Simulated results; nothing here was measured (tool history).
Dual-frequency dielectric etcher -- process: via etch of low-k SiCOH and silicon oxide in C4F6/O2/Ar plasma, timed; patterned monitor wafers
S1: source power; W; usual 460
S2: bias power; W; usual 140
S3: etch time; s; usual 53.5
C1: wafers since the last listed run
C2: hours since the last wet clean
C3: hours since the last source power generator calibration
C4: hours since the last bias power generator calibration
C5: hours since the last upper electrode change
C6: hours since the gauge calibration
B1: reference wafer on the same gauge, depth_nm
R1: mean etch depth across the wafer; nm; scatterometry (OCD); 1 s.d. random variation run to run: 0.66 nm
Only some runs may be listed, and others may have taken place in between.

run,hour,S1,S2,S3,C1,C2,C3,C4,C5,C6,B1,R1
1,0.0,460,140,53.5,0,154.9,1298.5,2267.6,3764.8,457.4,152.9,158.9
# hour 9.5: gauge calibrated
2,69.3,460,140,53.5,753,224.2,1367.8,2336.9,3834.1,59.8,153.3,162.5
3,121.9,460,140,53.5,571,276.8,1420.4,2389.5,3886.7,112.4,152.9,161.7
4,181.1,460,140,53.5,643,336.0,1479.6,2448.7,3945.9,171.6,152.9,164.1
5,219.1,460,140,53.5,413,374.0,1517.6,2486.7,3983.9,209.6,152.9,164.7
# hour 261.2: wet clean of the chamber
6,278.4,460,140,53.5,383,17.2,1576.9,2546.0,4043.2,268.9,152.9,157.9
7,349.7,460,140,53.5,775,88.5,1648.2,2617.3,4114.5,340.2,152.8,159.1
# hour 360.0: bias power generator calibrated
8,389.3,460,140,53.5,387,128.1,1687.8,29.3,4154.1,379.8,152.7,160.8
9,449.2,560,163,47.0,651,188.0,1747.7,89.2,4214.0,439.7,153.2,156.8
# hour 485.9: gauge calibrated
10,503.0,460,127,53.5,584,241.8,1801.5,143.0,4267.8,17.1,153.1,159.2

The next listed run, before its measurement:
# hour 549.8: upper electrode replaced
11,550.3,460,140,53.5,253,289.1,1848.8,190.3,0.5,64.4,?,?

{"run 11": {"B1": 153.1, "R1": 163.5}}
With the hidden condition absent and the run-to-run variation left alone, this run would have shown R1 157.1 nm.
